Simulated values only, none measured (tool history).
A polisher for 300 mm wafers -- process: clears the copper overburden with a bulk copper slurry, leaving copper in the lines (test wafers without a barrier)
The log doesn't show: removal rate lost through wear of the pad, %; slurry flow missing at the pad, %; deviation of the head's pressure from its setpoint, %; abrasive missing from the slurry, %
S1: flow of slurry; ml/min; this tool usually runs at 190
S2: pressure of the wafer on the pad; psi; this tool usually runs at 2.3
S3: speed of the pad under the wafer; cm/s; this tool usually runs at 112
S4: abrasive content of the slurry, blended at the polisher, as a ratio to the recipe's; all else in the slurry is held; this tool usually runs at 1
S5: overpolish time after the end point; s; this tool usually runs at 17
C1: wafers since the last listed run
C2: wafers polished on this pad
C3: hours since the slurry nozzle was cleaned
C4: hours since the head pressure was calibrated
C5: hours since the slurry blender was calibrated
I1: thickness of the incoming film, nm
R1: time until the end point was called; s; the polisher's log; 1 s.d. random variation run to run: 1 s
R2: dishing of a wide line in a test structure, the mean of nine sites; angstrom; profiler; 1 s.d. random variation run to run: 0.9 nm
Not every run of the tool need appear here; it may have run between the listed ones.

run,hour,S1,S2,S3,S4,S5,C1,C2,C3,C4,C5,I1,R1,R2
1,0,190,2.3,112,1,17,0,68,181.3,878.9,151.2,770.3,74.7,612
# hour 47.4: slurry blender recalibrated
2,66.1,165,2.3,112,0.85,17,351,419,247.4,945,18.7,781.7,81.3,583
# hour 200.3: worn pad replaced by a new one
3,200.8,190,2.3,112,1,24,715,2,382.1,1079.7,153.4,776.7,76.7,664
4,266.5,190,2.3,112,1,24,359,362,447.8,1145.4,219.1,760.5,74.2,660
5,299.4,190,2.3,112,1,17,180,542,480.7,1178.3,252,773.4,77.3,609
# hour 303.6: slurry blender recalibrated
6,358.9,190,2.3,112,1,17,314,857,540.2,1237.8,55.3,772.5,76.2,607
# hour 417.2: worn pad replaced by a new one
7,417.7,190,2.3,112,1,17,300,2,599,1296.6,114.1,766.1,77.4,582
8,464,190,2.3,112,1,17,253,256,645.3,1342.9,160.4,769,78.8,578
9,517.6,190,2.3,112,1,17,293,549,698.9,1396.5,214,763.2,76.2,586
# hour 556.1: slurry blender recalibrated
10,569.3,190,2.3,112,1,17,272,822,750.6,1448.2,13.2,782.3,79.9,580
11,596.7,190,2.3,82,1,17,150,972,778,1475.6,40.6,771.8,99,529
12,661.1,190,2.3,112,1,24,352,1325,842.4,1540,105,777.7,80.3,653
# hour 668.4: head pressure recalibrated
# hour 677.9: slurry nozzle cleaned
# hour 684.7: worn pad replaced by a new one
13,688.8,190,2.6,112,1.1,17,113,22,10.9,20.4,132.7,763,64.8,644
14,739.6,190,2.3,112,0.85,23,278,300,61.7,71.2,183.5,773.9,79.7,669
15,766.8,190,2.3,112,1,17,148,449,88.9,98.4,210.7,768.8,75.1,607
16,795,215,2.3,140,1,24,154,603,117.1,126.6,238.9,773.9,63.3,700
# hour 804.1: slurry blender recalibrated
17,865.1,190,2.3,112,0.8,17,373,977,187.2,196.7,61,765.8,81.1,594
18,900.3,190,2.3,112,1,17,192,1169,222.4,231.9,96.2,759.5,74.3,588
# hour 915.2: worn pad replaced by a new one
19,939.3,190,2.3,112,1,17,191,131,261.4,270.9,135.2,766.8,75,596
20,993.7,130,2.3,112,1.2,25,297,429,315.8,325.3,189.6,755.4,71,689
# hour 1060.6: slurry blender recalibrated
# hour 1165: worn pad replaced by a new one
21,1165.5,190,2.3,112,0.7,22,908,2,487.6,497.1,104.9,763.7,86.9,645

Forecast each of these 4 alternatives for the next run:
A,1166,190,2.3,112,1,17,2,5,488.1,497.6,105.4,767.8,?,?
B,1166,190,2.3,134,1,14,2,5,488.1,497.6,105.4,767.8,?,?
C,1166,190,2.3,112,0.8,26,2,5,488.1,497.6,105.4,767.8,?,?
D,1166,190,2.3,112,0.85,17,2,5,488.1,497.6,105.4,767.8,?,?

run,R1,R2
A,76.6,607
B,67.5,591
C,82.9,680
D,81,594
The same runs, with their run-to-run variation unchanged, on a tool lacking any hidden condition would have given:
run,R1,R2
A,75.1,612
B,66.2,596
C,81.2,683
D,79.4,598
